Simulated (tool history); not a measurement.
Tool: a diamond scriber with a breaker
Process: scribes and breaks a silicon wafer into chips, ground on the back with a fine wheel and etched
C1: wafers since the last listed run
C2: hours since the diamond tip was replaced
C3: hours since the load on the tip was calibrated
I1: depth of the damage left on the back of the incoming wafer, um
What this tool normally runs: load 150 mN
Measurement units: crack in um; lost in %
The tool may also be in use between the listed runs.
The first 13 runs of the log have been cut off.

{"run": 14, "day": 41.371, "load": 181, "C1": 239, "C2": 637, "C3": 849.5, "I1": 0.69, "crack": 11.02, "lost": 1.73}
{"day": 41.717, "done": "diamond tip replaced by a new one"}
{"day": 44.288, "done": "load on the tip recalibrated"}
{"run": 15, "day": 45.167, "load": 181, "C1": 256, "C2": 82.8, "C3": 21.1, "I1": 0.71, "crack": 12.81, "lost": 1.39}
{"run": 16, "day": 46.817, "load": 160, "C1": 116, "C2": 122.4, "C3": 60.7, "I1": 0.6, "crack": 11.89, "lost": 0.99}
{"run": 17, "day": 50.708, "load": 160, "C1": 274, "C2": 215.8, "C3": 154.1, "I1": 0.71, "crack": 12.34, "lost": 1.04}
{"run": 18, "day": 53.888, "load": 160, "C1": 224, "C2": 292.1, "C3": 230.4, "I1": 0.47, "crack": 11.78, "lost": 1.07}
{"run": 19, "day": 56.171, "load": 150, "C1": 161, "C2": 346.9, "C3": 285.2, "I1": 0.73, "crack": 11.37, "lost": 1.34}
{"run": 20, "day": 57.992, "load": 150, "C1": 128, "C2": 390.6, "C3": 328.9, "I1": 0.55, "crack": 11.12, "lost": 1.55}
{"run": 21, "day": 62.467, "load": 150, "C1": 315, "C2": 498, "C3": 436.3, "I1": 0.65, "crack": 10.64, "lost": 2.11}
{"day": 70.208, "done": "diamond tip replaced by a new one"}
{"run": 22, "day": 75.054, "load": 187, "C1": 882, "C2": 116.3, "C3": 738.4, "I1": 0.74, "crack": 12.6, "lost": 1.06}
{"run": 23, "day": 76.85, "load": 132, "C1": 126, "C2": 159.4, "C3": 781.5, "I1": 0.74, "crack": 10.47, "lost": 2.54}
{"day": 79.238, "done": "load on the tip recalibrated"}
{"run": 24, "day": 80.554, "load": 163, "C1": 255, "C2": 248.3, "C3": 31.6, "I1": 0.67, "crack": 11.63, "lost": 0.9}
{"run": 25, "day": 82.35, "load": 191, "C1": 126, "C2": 291.4, "C3": 74.7, "I1": 0.5, "crack": 12.48, "lost": 0.97}
{"run": 26, "day": 84.362, "load": 138, "C1": 142, "C2": 339.7, "C3": 123, "I1": 0.41, "crack": 10.52, "lost": 1.91}
{"run": 27, "day": 88.279, "load": 134, "C1": 276, "C2": 433.7, "C3": 217, "I1": 0.32, "crack": 10.31, "lost": 2.69}
{"run": 28, "day": 92.146, "load": 123, "C1": 272, "C2": 526.5, "C3": 309.8, "I1": 0.75, "crack": 9.87, "lost": 4.54}
{"run": 29, "day": 95.592, "load": 168, "C1": 243, "C2": 609.2, "C3": 392.5, "I1": 0.79, "crack": 10.78, "lost": 1.73}
{"run": 30, "day": 97.392, "load": 165, "C1": 127, "C2": 652.4, "C3": 435.7, "I1": 0.44, "crack": 10.64, "lost": 2.1}
{"run": 31, "day": 100.0, "load": 117, "C1": 184, "C2": 715, "C3": 498.3, "I1": 0.8, "crack": 9.11, "lost": 7.93}
{"day": 103.096, "done": "diamond tip replaced by a new one"}
{"run": 32, "day": 103.696, "load": 162, "C1": 254, "C2": 14.4, "C3": 587, "I1": 0.6, "crack": 12.02, "lost": 1.04}
{"run": 33, "day": 106.225, "load": 150, "C1": 178, "C2": 75.1, "C3": 647.7, "I1": 0.69, "crack": 11.15, "lost": 1.62}
{"run": 34, "day": 109.167, "load": 130, "C1": 207, "C2": 145.7, "C3": 718.3, "I1": 0.76, "crack": 10.42, "lost": 3.1}
{"run": 35, "day": 112.212, "load": 119, "C1": 214, "C2": 218.8, "C3": 791.4, "I1": 0.64, "crack": 9.69, "lost": 5.18}
{"day": 114.65, "done": "load on the tip recalibrated"}
{"run": 36, "day": 115.129, "load": 175, "C1": 199, "C2": 288.8, "C3": 11.5, "I1": 0.31, "crack": 12.32, "lost": 1.04}

What will run 37 give?
{"run": 37, "day": 119.625, "load": 129, "C1": 317, "C2": 396.7, "C3": 119.4, "I1": 0.31, "crack": "?", "lost": "?"}

Run 37 came out at crack 10.37 um, lost 2.68 %.
Were there no unlogged condition in the tool, this run, its random variation unchanged, would have produced crack 11.3 um, lost 1.21 %.
